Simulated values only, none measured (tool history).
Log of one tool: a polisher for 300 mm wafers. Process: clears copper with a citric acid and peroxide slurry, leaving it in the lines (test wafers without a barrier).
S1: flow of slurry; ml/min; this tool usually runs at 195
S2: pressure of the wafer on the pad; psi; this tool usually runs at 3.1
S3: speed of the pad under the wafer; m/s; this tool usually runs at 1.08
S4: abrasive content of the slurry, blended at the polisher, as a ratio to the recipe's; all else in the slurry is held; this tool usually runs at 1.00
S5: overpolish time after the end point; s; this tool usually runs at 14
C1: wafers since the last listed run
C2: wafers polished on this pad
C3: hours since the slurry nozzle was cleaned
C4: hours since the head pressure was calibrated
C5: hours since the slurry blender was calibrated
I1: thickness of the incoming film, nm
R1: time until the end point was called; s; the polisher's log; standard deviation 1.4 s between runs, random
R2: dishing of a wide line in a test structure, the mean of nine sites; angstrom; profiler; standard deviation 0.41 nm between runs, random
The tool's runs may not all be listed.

run,hour,S1,S2,S3,S4,S5,C1,C2,C3,C4,C5,I1,R1,R2
1,0.0,195,3.1,1.08,1.00,14,0,289,414.4,598.8,167.2,194.3,97.5,217
2,7.1,195,3.1,1.08,1.00,14,78,368,421.5,605.9,174.3,193.7,96.0,219
3,21.2,195,3.1,1.08,1.00,14,156,524,435.6,620.0,188.4,195.7,95.0,216
# hour 44.5: worn pad replaced by a new one
4,68.3,195,3.1,1.08,1.00,14,476,262,482.7,667.1,235.5,199.1,101.7,213
5,79.9,195,3.1,0.86,1.00,14,128,391,494.3,678.7,247.1,194.3,121.4,169
6,94.5,195,3.1,0.86,1.00,14,161,552,508.9,693.3,261.7,191.2,126.7,173
7,105.1,195,3.1,1.34,1.00,14,117,670,519.5,703.9,272.3,194.9,82.9,252
# hour 116.1: worn pad replaced by a new one
8,116.6,195,3.1,1.08,1.00,14,82,5,531.0,715.4,283.8,194.3,100.0,210
# hour 150.6: slurry blender recalibrated
9,155.1,195,3.1,1.08,1.00,14,403,408,569.5,753.9,4.5,196.3,95.4,226
10,166.1,195,3.1,1.08,1.00,14,121,530,580.5,764.9,15.5,197.5,97.0,223
11,177.1,195,3.1,1.08,1.00,14,121,652,591.5,775.9,26.5,193.9,96.4,217
# hour 188.2: worn pad replaced by a new one
12,224.4,195,3.1,1.08,1.00,14,479,401,638.8,823.2,73.8,197.5,95.5,220
13,241.9,195,3.1,1.08,1.00,14,193,594,656.3,840.7,91.3,192.9,92.8,219
# hour 254.1: worn pad replaced by a new one
14,254.6,195,3.1,0.70,1.10,14,96,5,669.0,853.4,104.0,195.3,142.9,149
15,265.0,165,3.1,1.08,1.00,14,115,120,679.4,863.8,114.4,195.8,99.3,220
# hour 268.3: head pressure recalibrated
# hour 278.7: slurry nozzle cleaned
16,280.2,135,2.4,1.08,1.00,14,134,255,1.5,11.9,129.6,192.9,128.2,160
17,293.3,195,3.5,1.08,1.00,14,144,400,14.6,25.0,142.7,197.4,87.5,244
18,308.2,195,3.1,1.08,1.10,14,164,565,29.5,39.9,157.6,195.5,94.0,223
# hour 323.8: worn pad replaced by a new one
19,324.3,195,2.1,1.08,1.00,14,133,5,45.6,56.0,173.7,196.0,138.1,150
20,335.0,195,3.1,1.20,0.80,16,118,123,56.3,66.7,184.4,191.8,93.0,244
21,341.2,195,3.1,1.08,1.00,14,68,192,62.5,72.9,190.6,196.5,98.8,214
22,354.3,145,3.1,1.08,1.00,14,144,337,75.6,86.0,203.7,196.7,106.9,204
23,364.5,195,3.1,0.72,1.00,14,112,449,85.8,96.2,213.9,193.2,147.0,150

Hidden state, per run?
removal rate lost through wear of the pad, %: 0 in every run
slurry flow missing at the pad, %: 0 in every run
deviation of the head's pressure from its setpoint, %: 0 in every run
H1: abrasive missing from the slurry, %
run,H1
1,11.2
2,11.9
3,13.5
4,19.6
5,21.3
6,23.6
7,25.3
8,27.3
9,4.1
10,4.17
11,4.31
12,5.76
13,6.64
14,7.4
15,8.09
16,9.22
17,10.3
18,11.7
19,13.3
20,14.5
21,15.2
22,16.8
23,18.1
